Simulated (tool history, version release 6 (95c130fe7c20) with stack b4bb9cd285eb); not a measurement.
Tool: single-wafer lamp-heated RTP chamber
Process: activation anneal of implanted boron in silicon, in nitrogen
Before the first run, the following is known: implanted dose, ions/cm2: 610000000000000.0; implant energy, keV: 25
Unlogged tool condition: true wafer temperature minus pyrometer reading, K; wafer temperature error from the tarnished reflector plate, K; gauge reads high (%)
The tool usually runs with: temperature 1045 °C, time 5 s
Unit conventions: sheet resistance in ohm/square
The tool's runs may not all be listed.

| run | day | temperature | time | wafers since the last listed run | wafers since the last pyrometer calibration | wafers since the reflector plate was cleaned | hours since the gauge calibration | read-back reference wafer on the same gauge, sheet resistance | sheet resistance |
|---|---|---|---|---|---|---|---|---|---|
| 1 | 0 | 1045 | 5 | 0 | 1095 | 5618 | 487.1 | 168.97 | 191.81 |
| 2 | 1.925 | 1045 | 5 | 1011 | 2107 | 6630 | 533.3 | 169 | 191.62 |
|  | 4.283 | reflector plate cleaned |
| 3 | 6.3 | 1031 | 3 | 2123 | 4230 | 1060 | 638.3 | 168.99 | 194.6 |
|  | 7.312 | pyrometer window cleaned and pyrometer calibrated |
| 4 | 8.217 | 1031 | 3 | 831 | 474 | 1892 | 684.3 | 168.97 | 194.43 |
|  | 8.217 | gauge calibrated |
| 5 | 12.088 | 1031 | 3 | 2033 | 2508 | 3926 | 92.9 | 169 | 195 |
| 6 | 16.404 | 1045 | 5 | 2268 | 4776 | 6194 | 196.5 | 168.99 | 192.32 |
|  | 17.112 | pyrometer window cleaned and pyrometer calibrated |
|  | 19.204 | reflector plate cleaned |
| 7 | 19.225 | 1045 | 5 | 1131 | 934 | 10 | 264.2 | 169.06 | 191.93 |
| 8 | 21.342 | 1045 | 5 | 1112 | 2046 | 1122 | 315 | 169 | 191.73 |
| 9 | 24.408 | 1045 | 5 | 1611 | 3657 | 2734 | 388.6 | 169.03 | 191.77 |
| 10 | 28.05 | 1045 | 5 | 1913 | 5571 | 4647 | 476 | 169 | 192.05 |
|  | 29.575 | pyrometer window cleaned and pyrometer calibrated |
| 11 | 30.954 | 1032 | 7 | 1350 | 725 | 5998 | 545.7 | 169.06 | 193.14 |
| 12 | 33.162 | 1034 | 7 | 1160 | 1885 | 7159 | 598.7 | 168.99 | 192.78 |
|  | 35.258 | reflector plate cleaned |
| 13 | 35.279 | 1019 | 3 | 937 | 2822 | 11 | 649.5 | 169.03 | 196.65 |

For run 14, what comes out?
| 14 | 37.575 | 1045 | 5 | 1206 | 4029 | 1217 | 704.6 | ? | ? |

Logged for run 14: read-back reference wafer on the same gauge, sheet resistance 168.96, sheet resistance 191.44 ohm/square.
With the hidden condition absent and the run-to-run variation left alone, this run would have shown sheet resistance 191.44 ohm/square.

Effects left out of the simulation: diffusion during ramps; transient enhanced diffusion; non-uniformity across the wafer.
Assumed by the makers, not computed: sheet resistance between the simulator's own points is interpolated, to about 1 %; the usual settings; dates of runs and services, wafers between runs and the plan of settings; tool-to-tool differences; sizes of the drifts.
